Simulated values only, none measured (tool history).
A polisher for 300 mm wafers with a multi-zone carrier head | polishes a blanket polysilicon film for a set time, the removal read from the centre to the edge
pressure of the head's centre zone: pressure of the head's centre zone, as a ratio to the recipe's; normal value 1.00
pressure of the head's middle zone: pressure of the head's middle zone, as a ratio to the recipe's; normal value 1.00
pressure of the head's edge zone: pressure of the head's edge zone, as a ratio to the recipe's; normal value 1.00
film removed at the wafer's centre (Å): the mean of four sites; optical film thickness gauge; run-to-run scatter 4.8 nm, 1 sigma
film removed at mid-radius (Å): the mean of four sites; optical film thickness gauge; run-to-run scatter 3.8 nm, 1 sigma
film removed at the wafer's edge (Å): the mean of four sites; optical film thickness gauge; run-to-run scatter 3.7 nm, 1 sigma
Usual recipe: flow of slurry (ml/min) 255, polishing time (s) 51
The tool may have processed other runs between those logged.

| run | hour | flow of slurry (ml/min) | pressure of the head's centre zone | pressure of the head's middle zone | pressure of the head's edge zone | polishing time (s) | incoming thickness of the incoming film, nm | film removed at the wafer's centre (Å) | film removed at mid-radius (Å) | film removed at the wafer's edge (Å) |
|---|---|---|---|---|---|---|---|---|---|---|
| 1 | 0.0 | 255 | 1.00 | 1.00 | 1.00 | 51 | 1315.7 | 4992 | 4889 | 4992 |
| 2 | 16.0 | 255 | 1.00 | 1.00 | 1.00 | 51 | 1311.7 | 4917 | 4853 | 4985 |
| 3 | 29.0 | 255 | 1.00 | 1.00 | 1.00 | 51 | 1330.7 | 4843 | 4708 | 4913 |
| 4 | 38.6 | 255 | 1.00 | 1.00 | 1.00 | 51 | 1346.7 | 4731 | 4686 | 4740 |
|  | 50.7 | carrier head's membrane replaced by a new one |
| 5 | 51.2 | 255 | 1.00 | 1.00 | 1.00 | 51 | 1332.1 | 4642 | 4604 | 4744 |
|  | 57.3 | worn pad replaced by a new one |
|  | 67.0 | centre zone pressure recalibrated |
|  | 69.1 | edge zone pressure recalibrated |
| 6 | 69.6 | 255 | 1.00 | 1.00 | 1.00 | 51 | 1326.6 | 4959 | 4901 | 5100 |
| 7 | 72.7 | 255 | 1.00 | 1.03 | 1.00 | 51 | 1322.6 | 4992 | 5050 | 4942 |
| 8 | 83.0 | 230 | 0.89 | 1.07 | 1.07 | 51 | 1312.6 | 4316 | 5065 | 5030 |

What will run 9 give?
| 9 | 100.9 | 230 | 0.95 | 0.94 | 1.00 | 40 | 1315.5 | ? | ? | ? |

film removed at the wafer's centre (Å): 3603
film removed at mid-radius (Å): 3598
film removed at the wafer's edge (Å): 3846
Had the tool carried no hidden state, the very same run would have given film removed at the wafer's centre (Å) 3712, film removed at mid-radius (Å) 3707, film removed at the wafer's edge (Å) 3962.

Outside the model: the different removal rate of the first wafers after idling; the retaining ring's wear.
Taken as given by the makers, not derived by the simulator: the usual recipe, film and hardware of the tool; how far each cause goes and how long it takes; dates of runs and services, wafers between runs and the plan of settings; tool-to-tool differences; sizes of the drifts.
